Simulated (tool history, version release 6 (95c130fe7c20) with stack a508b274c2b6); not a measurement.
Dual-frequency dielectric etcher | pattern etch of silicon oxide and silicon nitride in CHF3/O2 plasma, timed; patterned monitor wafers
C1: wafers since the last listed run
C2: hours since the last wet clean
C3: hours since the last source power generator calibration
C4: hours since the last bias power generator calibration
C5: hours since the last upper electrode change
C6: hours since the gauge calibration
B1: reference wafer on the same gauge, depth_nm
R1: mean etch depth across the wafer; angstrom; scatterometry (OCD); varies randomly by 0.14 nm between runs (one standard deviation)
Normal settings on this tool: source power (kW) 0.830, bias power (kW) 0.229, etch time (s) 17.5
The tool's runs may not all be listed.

run 1 hour=0.0 | source_power_(kW)=0.830 bias_power_(kW)=0.229 etch_time_(s)=17.5 | C1=0 C2=324.0 C3=2375.2 C4=1780.2 C5=4776.2 C6=107.2 | B1=34.67 | R1=327.0
run 2 hour=14.0 | source_power_(kW)=0.830 bias_power_(kW)=0.229 etch_time_(s)=17.5 | C1=127 C2=338.0 C3=2389.2 C4=1794.2 C5=4790.2 C6=121.2 | B1=34.56 | R1=325.9
run 3 hour=22.4 | source_power_(kW)=0.830 bias_power_(kW)=0.229 etch_time_(s)=17.5 | C1=76 C2=346.4 C3=2397.6 C4=1802.6 C5=4798.6 C6=129.6 | B1=34.54 | R1=328.3
run 4 hour=39.9 | source_power_(kW)=0.740 bias_power_(kW)=0.229 etch_time_(s)=19.0 | C1=159 C2=363.9 C3=2415.1 C4=1820.1 C5=4816.1 C6=147.1 | B1=34.65 | R1=347.8
run 5 hour=68.0 | source_power_(kW)=0.740 bias_power_(kW)=0.229 etch_time_(s)=19.0 | C1=256 C2=392.0 C3=2443.2 C4=1848.2 C5=4844.2 C6=175.2 | B1=34.64 | R1=344.8
run 6 hour=84.4 | source_power_(kW)=0.740 bias_power_(kW)=0.229 etch_time_(s)=19.0 | C1=149 C2=408.4 C3=2459.6 C4=1864.6 C5=4860.6 C6=191.6 | B1=34.59 | R1=348.7
run 7 hour=99.3 | source_power_(kW)=0.660 bias_power_(kW)=0.194 etch_time_(s)=17.5 | C1=136 C2=423.3 C3=2474.5 C4=1879.5 C5=4875.5 C6=206.5 | B1=34.57 | R1=284.0
-- hour=116.4 source power generator calibrated
-- hour=140.1 wet clean of the chamber
run 8 hour=140.6 | source_power_(kW)=0.660 bias_power_(kW)=0.194 etch_time_(s)=17.5 | C1=124 C2=0.5 C3=24.2 C4=1920.8 C5=4916.8 C6=247.8 | B1=34.49 | R1=269.5
run 9 hour=140.9 | source_power_(kW)=0.660 bias_power_(kW)=0.194 etch_time_(s)=17.5 | C1=2 C2=0.8 C3=24.5 C4=1921.1 C5=4917.1 C6=248.1 | B1=34.58 | R1=270.2
run 10 hour=141.2 | source_power_(kW)=0.830 bias_power_(kW)=0.241 etch_time_(s)=17.5 | C1=2 C2=1.1 C3=24.8 C4=1921.4 C5=4917.4 C6=248.4 | B1=34.59 | R1=322.0
run 11 hour=141.6 | source_power_(kW)=0.830 bias_power_(kW)=0.241 etch_time_(s)=17.5 | C1=3 C2=1.5 C3=25.2 C4=1921.8 C5=4917.8 C6=248.8 | B1=34.61 | R1=321.1
run 12 hour=147.8 | source_power_(kW)=0.830 bias_power_(kW)=0.241 etch_time_(s)=17.5 | C1=56 C2=7.7 C3=31.4 C4=1928.0 C5=4924.0 C6=255.0 | B1=34.63 | R1=320.8
run 13 hour=165.5 | source_power_(kW)=0.830 bias_power_(kW)=0.229 etch_time_(s)=17.5 | C1=161 C2=25.4 C3=49.1 C4=1945.7 C5=4941.7 C6=272.7 | B1=34.57 | R1=311.8
run 14 hour=173.1 | source_power_(kW)=0.710 bias_power_(kW)=0.229 etch_time_(s)=17.5 | C1=69 C2=33.0 C3=56.7 C4=1953.3 C5=4949.3 C6=280.3 | B1=34.58 | R1=301.4
run 15 hour=180.1 | source_power_(kW)=0.710 bias_power_(kW)=0.229 etch_time_(s)=17.5 | C1=63 C2=40.0 C3=63.7 C4=1960.3 C5=4956.3 C6=287.3 | B1=34.68 | R1=299.5
run 16 hour=193.3 | source_power_(kW)=0.830 bias_power_(kW)=0.229 etch_time_(s)=17.5 | C1=120 C2=53.2 C3=76.9 C4=1973.5 C5=4969.5 C6=300.5 | B1=34.55 | R1=316.9
-- hour=222.2 upper electrode replaced
run 17 hour=222.7 | source_power_(kW)=0.830 bias_power_(kW)=0.229 etch_time_(s)=17.5 | C1=49 C2=82.6 C3=106.3 C4=2002.9 C5=0.5 C6=329.9 | B1=34.60 | R1=317.3
run 18 hour=228.6 | source_power_(kW)=0.830 bias_power_(kW)=0.229 etch_time_(s)=17.5 | C1=53 C2=88.5 C3=112.2 C4=2008.8 C5=6.4 C6=335.8 | B1=34.68 | R1=318.0
run 19 hour=235.4 | source_power_(kW)=0.970 bias_power_(kW)=0.182 etch_time_(s)=19.5 | C1=62 C2=95.3 C3=119.0 C4=2015.6 C5=13.2 C6=342.6 | B1=34.64 | R1=332.0
-- hour=248.6 bias power generator calibrated
run 20 hour=249.1 | source_power_(kW)=0.750 bias_power_(kW)=0.195 etch_time_(s)=15.5 | C1=88 C2=109.0 C3=132.7 C4=0.5 C5=26.9 C6=356.3 | B1=34.54 | R1=252.2
run 21 hour=253.2 | source_power_(kW)=0.760 bias_power_(kW)=0.229 etch_time_(s)=17.5 | C1=37 C2=113.1 C3=136.8 C4=4.6 C5=31.0 C6=360.4 | B1=34.62 | R1=312.0
run 22 hour=260.7 | source_power_(kW)=0.830 bias_power_(kW)=0.274 etch_time_(s)=13.0 | C1=68 C2=120.6 C3=144.3 C4=12.1 C5=38.5 C6=367.9 | B1=34.63 | R1=259.1
-- hour=274.5 gauge calibrated
run 23 hour=278.7 | source_power_(kW)=0.830 bias_power_(kW)=0.229 etch_time_(s)=21.0 | C1=164 C2=138.6 C3=162.3 C4=30.1 C5=56.5 C6=4.2 | B1=34.64 | R1=383.3
run 24 hour=294.0 | source_power_(kW)=0.830 bias_power_(kW)=0.229 etch_time_(s)=17.5 | C1=139 C2=153.9 C3=177.6 C4=45.4 C5=71.8 C6=19.5 | B1=34.58 | R1=319.7
run 25 hour=305.8 | source_power_(kW)=1.020 bias_power_(kW)=0.229 etch_time_(s)=17.5 | C1=107 C2=165.7 C3=189.4 C4=57.2 C5=83.6 C6=31.3 | B1=34.60 | R1=342.1
run 26 hour=318.7 | source_power_(kW)=1.000 bias_power_(kW)=0.255 etch_time_(s)=14.0 | C1=117 C2=178.6 C3=202.3 C4=70.1 C5=96.5 C6=44.2 | B1=34.64 | R1=284.6
run 27 hour=328.8 | source_power_(kW)=0.830 bias_power_(kW)=0.229 etch_time_(s)=15.5 | C1=92 C2=188.7 C3=212.4 C4=80.2 C5=106.6 C6=54.3 | B1=34.55 | R1=284.3
run 28 hour=345.5 | source_power_(kW)=0.830 bias_power_(kW)=0.229 etch_time_(s)=17.5 | C1=152 C2=205.4 C3=229.1 C4=96.9 C5=123.3 C6=71.0 | B1=34.68 | R1=320.8
run 29 hour=359.4 | source_power_(kW)=0.750 bias_power_(kW)=0.272 etch_time_(s)=12.5 | C1=127 C2=219.3 C3=243.0 C4=110.8 C5=137.2 C6=84.9 | B1=34.58 | R1=245.0
run 30 hour=366.6 | source_power_(kW)=0.960 bias_power_(kW)=0.246 etch_time_(s)=20.5 | C1=65 C2=226.5 C3=250.2 C4=118.0 C5=144.4 C6=92.1 | B1=34.48 | R1=407.8
run 31 hour=383.9 | source_power_(kW)=0.950 bias_power_(kW)=0.180 etch_time_(s)=17.5 | C1=158 C2=243.8 C3=267.5 C4=135.3 C5=161.7 C6=109.4 | B1=34.61 | R1=296.6

For some of the steps in R1 from one run to the next: how much would appear even if the tool had no hidden state, given the settings, what came in and random variation, and how much remains for the hidden state plus any gauge scatter that the measured result and the result without hidden state don't share?
Unlogged tool condition in this case: etch rate over this chamber's usual, %; source power that arrives over what is set, %; bias power that arrives over what is set, %; gauge reads high (%).
Run 6 -> 7: source power (kW) 0.740 -> 0.660, bias power (kW) 0.229 -> 0.194, etch time (s) 19.0 -> 17.5. R1 -64.7 angstrom: hidden state -2.8, all else -61.9.
Run 7 -> 8: source power generator calibrated, wet clean of the chamber. R1 -14.5 angstrom: hidden state -14.7, all else +0.2.
Run 22 -> 23: bias power (kW) 0.274 -> 0.229, etch time (s) 13.0 -> 21.0, gauge calibrated. R1 +124.2 angstrom: hidden state +2.2, all else +122.0.
Run 29 -> 30: source power (kW) 0.750 -> 0.960, bias power (kW) 0.272 -> 0.246, etch time (s) 12.5 -> 20.5. R1 +162.8 angstrom: hidden state +4.1, all else +158.7.
Run 30 -> 31: source power (kW) 0.960 -> 0.950, bias power (kW) 0.246 -> 0.180, etch time (s) 20.5 -> 17.5. R1 -111.2 angstrom: hidden state -2.1, all else -109.1.
